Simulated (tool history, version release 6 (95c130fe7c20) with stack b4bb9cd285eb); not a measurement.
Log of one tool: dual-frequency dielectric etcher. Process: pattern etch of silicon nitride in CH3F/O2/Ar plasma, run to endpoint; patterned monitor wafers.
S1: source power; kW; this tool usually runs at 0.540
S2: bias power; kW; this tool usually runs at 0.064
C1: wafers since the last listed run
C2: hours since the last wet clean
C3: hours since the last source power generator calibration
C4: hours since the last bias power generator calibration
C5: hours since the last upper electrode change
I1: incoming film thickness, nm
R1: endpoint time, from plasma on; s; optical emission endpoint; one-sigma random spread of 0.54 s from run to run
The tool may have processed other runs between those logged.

{"run": 1, "day": 0.0, "S1": 0.54, "S2": 0.076, "C1": 0, "C2": 248.3, "C3": 2347.1, "C4": 2017.3, "C5": 2030.5, "I1": 56.1, "R1": 72.2}
{"run": 2, "day": 0.471, "S1": 0.54, "S2": 0.064, "C1": 74, "C2": 259.6, "C3": 2358.4, "C4": 2028.6, "C5": 2041.8, "I1": 55.7, "R1": 74.8}
{"run": 3, "day": 1.179, "S1": 0.54, "S2": 0.064, "C1": 112, "C2": 276.6, "C3": 2375.4, "C4": 2045.6, "C5": 2058.8, "I1": 56.5, "R1": 76.4}
{"run": 4, "day": 1.862, "S1": 0.54, "S2": 0.064, "C1": 108, "C2": 293.0, "C3": 2391.8, "C4": 2062.0, "C5": 2075.2, "I1": 56.8, "R1": 77.0}
{"run": 5, "day": 2.542, "S1": 0.54, "S2": 0.072, "C1": 108, "C2": 309.3, "C3": 2408.1, "C4": 2078.3, "C5": 2091.5, "I1": 56.6, "R1": 73.6}
{"run": 6, "day": 3.133, "S1": 0.54, "S2": 0.064, "C1": 94, "C2": 323.5, "C3": 2422.3, "C4": 2092.5, "C5": 2105.7, "I1": 55.8, "R1": 74.8}
{"run": 7, "day": 3.625, "S1": 0.54, "S2": 0.064, "C1": 78, "C2": 335.3, "C3": 2434.1, "C4": 2104.3, "C5": 2117.5, "I1": 56.3, "R1": 75.5}
{"run": 8, "day": 4.238, "S1": 0.54, "S2": 0.064, "C1": 97, "C2": 350.0, "C3": 2448.8, "C4": 2119.0, "C5": 2132.2, "I1": 56.2, "R1": 75.7}
{"day": 4.512, "done": "bias power generator calibrated"}
{"run": 9, "day": 4.888, "S1": 0.54, "S2": 0.064, "C1": 76, "C2": 365.6, "C3": 2464.4, "C4": 9.0, "C5": 2147.8, "I1": 56.8, "R1": 76.3}
{"run": 10, "day": 5.604, "S1": 0.54, "S2": 0.064, "C1": 114, "C2": 382.8, "C3": 2481.6, "C4": 26.2, "C5": 2165.0, "I1": 56.0, "R1": 76.0}
{"run": 11, "day": 6.208, "S1": 0.54, "S2": 0.064, "C1": 96, "C2": 397.3, "C3": 2496.1, "C4": 40.7, "C5": 2179.5, "I1": 56.8, "R1": 76.7}
{"run": 12, "day": 7.062, "S1": 0.54, "S2": 0.057, "C1": 135, "C2": 417.8, "C3": 2516.6, "C4": 61.2, "C5": 2200.0, "I1": 56.6, "R1": 79.1}
{"run": 13, "day": 7.579, "S1": 0.54, "S2": 0.057, "C1": 82, "C2": 430.2, "C3": 2529.0, "C4": 73.6, "C5": 2212.4, "I1": 55.8, "R1": 78.0}
{"run": 14, "day": 8.321, "S1": 0.54, "S2": 0.064, "C1": 118, "C2": 448.0, "C3": 2546.8, "C4": 91.4, "C5": 2230.2, "I1": 56.6, "R1": 76.0}
{"run": 15, "day": 8.896, "S1": 0.46, "S2": 0.064, "C1": 91, "C2": 461.8, "C3": 2560.6, "C4": 105.2, "C5": 2244.0, "I1": 56.8, "R1": 81.1}
{"run": 16, "day": 9.617, "S1": 0.54, "S2": 0.049, "C1": 114, "C2": 479.1, "C3": 2577.9, "C4": 122.5, "C5": 2261.3, "I1": 56.3, "R1": 82.1}
{"run": 17, "day": 9.938, "S1": 0.64, "S2": 0.064, "C1": 51, "C2": 486.8, "C3": 2585.6, "C4": 130.2, "C5": 2269.0, "I1": 56.5, "R1": 70.7}
{"run": 18, "day": 10.442, "S1": 0.54, "S2": 0.064, "C1": 80, "C2": 498.9, "C3": 2597.7, "C4": 142.3, "C5": 2281.1, "I1": 56.7, "R1": 76.2}
{"run": 19, "day": 10.867, "S1": 0.66, "S2": 0.049, "C1": 67, "C2": 509.1, "C3": 2607.9, "C4": 152.5, "C5": 2291.3, "I1": 56.4, "R1": 75.6}
{"run": 20, "day": 11.588, "S1": 0.54, "S2": 0.064, "C1": 114, "C2": 526.4, "C3": 2625.2, "C4": 169.8, "C5": 2308.6, "I1": 55.9, "R1": 75.1}
{"day": 12.775, "done": "wet clean of the chamber"}
{"run": 21, "day": 12.796, "S1": 0.49, "S2": 0.064, "C1": 33, "C2": 0.5, "C3": 2654.2, "C4": 198.8, "C5": 2337.6, "I1": 56.6, "R1": 78.9}
{"run": 22, "day": 12.808, "S1": 0.54, "S2": 0.064, "C1": 1, "C2": 0.8, "C3": 2654.5, "C4": 199.1, "C5": 2337.9, "I1": 56.1, "R1": 76.2}
{"run": 23, "day": 13.217, "S1": 0.54, "S2": 0.064, "C1": 65, "C2": 10.6, "C3": 2664.3, "C4": 208.9, "C5": 2347.7, "I1": 56.4, "R1": 77.4}
{"run": 24, "day": 13.812, "S1": 0.43, "S2": 0.057, "C1": 94, "C2": 24.9, "C3": 2678.6, "C4": 223.2, "C5": 2362.0, "I1": 56.2, "R1": 86.9}
{"run": 25, "day": 14.15, "S1": 0.68, "S2": 0.077, "C1": 53, "C2": 33.0, "C3": 2686.7, "C4": 231.3, "C5": 2370.1, "I1": 56.3, "R1": 65.8}
{"day": 14.596, "done": "source power generator calibrated"}
{"run": 26, "day": 14.742, "S1": 0.54, "S2": 0.064, "C1": 67, "C2": 47.2, "C3": 3.5, "C4": 245.5, "C5": 2384.3, "I1": 56.2, "R1": 76.4}
{"run": 27, "day": 15.221, "S1": 0.5, "S2": 0.049, "C1": 76, "C2": 58.7, "C3": 15.0, "C4": 257.0, "C5": 2395.8, "I1": 56.0, "R1": 84.3}
{"day": 16.358, "done": "upper electrode replaced"}
{"run": 28, "day": 16.379, "S1": 0.54, "S2": 0.064, "C1": 25, "C2": 86.5, "C3": 42.8, "C4": 284.8, "C5": 0.5, "I1": 55.8, "R1": 76.0}
{"run": 29, "day": 17.504, "S1": 0.6, "S2": 0.058, "C1": 179, "C2": 113.5, "C3": 69.8, "C4": 311.8, "C5": 27.5, "I1": 55.8, "R1": 74.7}
{"run": 30, "day": 17.942, "S1": 0.54, "S2": 0.073, "C1": 69, "C2": 124.0, "C3": 80.3, "C4": 322.3, "C5": 38.0, "I1": 56.0, "R1": 72.2}
{"run": 31, "day": 19.462, "S1": 0.44, "S2": 0.075, "C1": 242, "C2": 160.5, "C3": 116.8, "C4": 358.8, "C5": 74.5, "I1": 56.5, "R1": 80.4}
{"run": 32, "day": 19.792, "S1": 0.61, "S2": 0.059, "C1": 52, "C2": 168.4, "C3": 124.7, "C4": 366.7, "C5": 82.4, "I1": 56.1, "R1": 73.2}
{"run": 33, "day": 20.229, "S1": 0.62, "S2": 0.076, "C1": 69, "C2": 178.9, "C3": 135.2, "C4": 377.2, "C5": 92.9, "I1": 56.1, "R1": 67.6}
{"run": 34, "day": 20.871, "S1": 0.54, "S2": 0.079, "C1": 102, "C2": 194.3, "C3": 150.6, "C4": 392.6, "C5": 108.3, "I1": 56.1, "R1": 70.8}
{"run": 35, "day": 21.262, "S1": 0.43, "S2": 0.055, "C1": 62, "C2": 203.7, "C3": 160.0, "C4": 402.0, "C5": 117.7, "I1": 56.0, "R1": 86.9}
{"run": 36, "day": 21.867, "S1": 0.54, "S2": 0.064, "C1": 96, "C2": 218.2, "C3": 174.5, "C4": 416.5, "C5": 132.2, "I1": 55.8, "R1": 74.8}

Branching from run 36: 4 alternative next runs. What would each branch give?
{"run": "A", "day": 21.883, "S1": 0.43, "S2": 0.064, "C1": 2, "C2": 218.6, "C3": 174.9, "C4": 416.9, "C5": 132.6, "I1": 56.8, "R1": "?"}
{"run": "B", "day": 21.883, "S1": 0.54, "S2": 0.071, "C1": 2, "C2": 218.6, "C3": 174.9, "C4": 416.9, "C5": 132.6, "I1": 56.8, "R1": "?"}
{"run": "C", "day": 21.883, "S1": 0.47, "S2": 0.064, "C1": 2, "C2": 218.6, "C3": 174.9, "C4": 416.9, "C5": 132.6, "I1": 56.8, "R1": "?"}
{"run": "D", "day": 21.883, "S1": 0.63, "S2": 0.052, "C1": 2, "C2": 218.6, "C3": 174.9, "C4": 416.9, "C5": 132.6, "I1": 56.8, "R1": "?"}

run=A R1=83.8
run=B R1=73.8
run=C R1=80.6
run=D R1=75.1
Stripped of hidden state, with their random variation kept, the same runs would have yielded:
run=A R1=83.8
run=B R1=73.8
run=C R1=80.6
run=D R1=75.1
